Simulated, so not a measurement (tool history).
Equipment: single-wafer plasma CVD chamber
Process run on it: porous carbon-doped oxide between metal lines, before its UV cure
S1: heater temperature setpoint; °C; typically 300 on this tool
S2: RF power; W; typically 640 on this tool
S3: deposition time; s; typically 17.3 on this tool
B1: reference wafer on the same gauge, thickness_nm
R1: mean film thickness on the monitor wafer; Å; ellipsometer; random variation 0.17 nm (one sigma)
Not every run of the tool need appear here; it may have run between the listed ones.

run 1 day=0 | S1=300 S2=640 S3=17.3 | B1=128.995 | R1=1077.9
run 2 day=0.621 | S1=300 S2=640 S3=17.3 | B1=128.977 | R1=1073.17
run 3 day=1.171 | S1=300 S2=640 S3=17.3 | B1=129.041 | R1=1077.18
run 4 day=1.467 | S1=300 S2=680 S3=17.3 | B1=128.971 | R1=1111.8
-- day=2.838 showerhead replaced
run 5 day=3 | S1=300 S2=680 S3=17.3 | B1=129.032 | R1=1112.69
run 6 day=3.646 | S1=300 S2=680 S3=17.3 | B1=128.969 | R1=1109.29
-- day=4.65 thermocouple changed; heater temperature recalibrated
run 7 day=4.671 | S1=300 S2=640 S3=17.3 | B1=129 | R1=1071.9
run 8 day=4.779 | S1=307 S2=550 S3=13.9 | B1=129.025 | R1=765.52
run 9 day=5.129 | S1=300 S2=640 S3=17.3 | B1=129.029 | R1=1074.43
run 10 day=5.583 | S1=307 S2=605 S3=14.1 | B1=129.042 | R1=818.37
run 11 day=6.017 | S1=307 S2=700 S3=17.3 | B1=129.049 | R1=1080.59
-- day=6.708 RF generator calibrated
-- day=6.721 gauge calibrated
run 12 day=6.729 | S1=288 S2=640 S3=17.3 | B1=129.024 | R1=1219.01
run 13 day=8.004 | S1=300 S2=640 S3=18.7 | B1=128.993 | R1=1212.1
run 14 day=8.267 | S1=307 S2=550 S3=13.9 | B1=129.057 | R1=801.24
run 15 day=8.667 | S1=290 S2=555 S3=13.9 | B1=129.019 | R1=895.57

What if the next run were any one of these 3? Each begins from the tool's condition after run 15:
run A day=8.683 | S1=300 S2=640 S3=17.3 | B1=? | R1=?
run B day=8.683 | S1=286 S2=700 S3=15.2 | B1=? | R1=?
run C day=8.683 | S1=290 S2=570 S3=18.2 | B1=? | R1=?

run=A B1=129.004 R1=1122.14
run=B B1=129.004 R1=1140.73
run=C B1=129.004 R1=1179.35
Without the tool's unlogged condition, the same runs would have read:
run=A R1=1127.54
run=B R1=1146.14
run=C R1=1185.03

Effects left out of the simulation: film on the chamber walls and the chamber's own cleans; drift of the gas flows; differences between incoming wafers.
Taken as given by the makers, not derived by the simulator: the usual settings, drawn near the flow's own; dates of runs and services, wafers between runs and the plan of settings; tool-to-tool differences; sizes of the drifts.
